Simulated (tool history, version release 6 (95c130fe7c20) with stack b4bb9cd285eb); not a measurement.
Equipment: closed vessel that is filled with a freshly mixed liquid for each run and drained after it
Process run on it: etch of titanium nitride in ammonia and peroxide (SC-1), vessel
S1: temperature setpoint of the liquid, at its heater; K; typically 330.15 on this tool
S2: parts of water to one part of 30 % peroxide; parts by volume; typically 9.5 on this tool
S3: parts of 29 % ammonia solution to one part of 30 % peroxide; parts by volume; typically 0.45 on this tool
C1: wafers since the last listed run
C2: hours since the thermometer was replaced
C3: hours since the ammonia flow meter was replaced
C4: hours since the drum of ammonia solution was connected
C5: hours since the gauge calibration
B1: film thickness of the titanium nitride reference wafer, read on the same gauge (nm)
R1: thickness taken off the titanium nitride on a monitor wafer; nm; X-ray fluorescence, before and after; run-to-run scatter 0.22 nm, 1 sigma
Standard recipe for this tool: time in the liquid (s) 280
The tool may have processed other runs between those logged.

Run 1, day 0.000: usual settings but S3 0.55 parts by volume; C1 0; C2 181.6; C3 657.0; C4 102.7; C5 11.5; B1 150.04. Result: R1 48.52 nm.
Run 2, day 1.262: usual settings but S3 0.55 parts by volume; C1 3381; C2 211.9; C3 687.3; C4 133.0; C5 41.8; B1 149.97. Result: R1 48.83 nm.
Run 3, day 1.883: usual settings but S1 335.15 K, S2 11.0 parts by volume, S3 0.30 parts by volume, time in the liquid (s) 235; C1 1662; C2 226.8; C3 702.2; C4 147.9; C5 56.7; B1 150.03. Result: R1 46.45 nm.
Run 4, day 3.129: usual settings but time in the liquid (s) 170; C1 3337; C2 256.7; C3 732.1; C4 177.8; C5 86.6; B1 149.99. Result: R1 28.21 nm.
Run 5, day 4.762: usual settings; C1 4375; C2 295.9; C3 771.3; C4 217.0; C5 125.8; B1 149.98. Result: R1 46.51 nm.
At day 5.454: ammonia flow meter replaced.
Run 6, day 5.958: usual settings; C1 3091; C2 324.6; C3 12.1; C4 245.7; C5 154.5; B1 149.99. Result: R1 47.32 nm.
Run 7, day 6.546: usual settings; C1 1573; C2 338.7; C3 26.2; C4 259.8; C5 168.6; B1 150.03. Result: R1 47.02 nm.
Run 8, day 7.508: usual settings but S1 333.65 K, S2 7.5 parts by volume, S3 0.25 parts by volume, time in the liquid (s) 190; C1 2578; C2 361.8; C3 49.3; C4 282.9; C5 191.7; B1 149.94. Result: R1 40.84 nm.
Run 9, day 8.188: usual settings but S1 333.65 K, S2 7.0 parts by volume, S3 0.25 parts by volume, time in the liquid (s) 400; C1 1819; C2 378.1; C3 65.6; C4 299.2; C5 208.0; B1 150.00. Result: R1 90.06 nm.
Run 10, day 9.000: usual settings but S3 0.25 parts by volume, time in the liquid (s) 405; C1 2176; C2 397.6; C3 85.1; C4 318.7; C5 227.5; B1 149.99. Result: R1 61.44 nm.
Run 11, day 9.617: usual settings but S1 327.15 K; C1 1651; C2 412.4; C3 99.9; C4 333.5; C5 242.3; B1 150.03. Result: R1 38.20 nm.
At day 9.979: new drum of ammonia solution connected.
Run 12, day 10.775: usual settings; C1 2991; C2 440.2; C3 127.7; C4 19.1; C5 270.1; B1 150.06. Result: R1 46.71 nm.
Run 13, day 11.279: usual settings but S1 336.15 K, time in the liquid (s) 150; C1 1350; C2 452.3; C3 139.8; C4 31.2; C5 282.2; B1 150.03. Result: R1 37.28 nm.
Run 14, day 12.100: usual settings but S1 325.15 K, S2 12.5 parts by volume, S3 0.35 parts by volume; C1 2198; C2 472.0; C3 159.5; C4 50.9; C5 301.9; B1 149.94. Result: R1 27.71 nm.
Run 15, day 13.396: usual settings but S1 339.65 K, S2 6.5 parts by volume; C1 3470; C2 503.1; C3 190.6; C4 82.0; C5 333.0; B1 149.97. Result: R1 104.32 nm.
Run 16, day 14.271: usual settings; C1 2343; C2 524.1; C3 211.6; C4 103.0; C5 354.0; B1 150.03. Result: R1 46.47 nm.

What will run 17 give?
At day 15.358: thermometer replaced.
Run 17, day 15.458: usual settings but S1 321.15 K, S2 6.0 parts by volume, time in the liquid (s) 215; C1 3069; C2 2.4; C3 240.1; C4 131.5; C5 382.5; B1 ?. Result: R1 ?.

B1: 149.99
R1: 24.88 nm
Were there no unlogged condition in the tool, this run, its random variation unchanged, would have produced R1 25.20 nm.

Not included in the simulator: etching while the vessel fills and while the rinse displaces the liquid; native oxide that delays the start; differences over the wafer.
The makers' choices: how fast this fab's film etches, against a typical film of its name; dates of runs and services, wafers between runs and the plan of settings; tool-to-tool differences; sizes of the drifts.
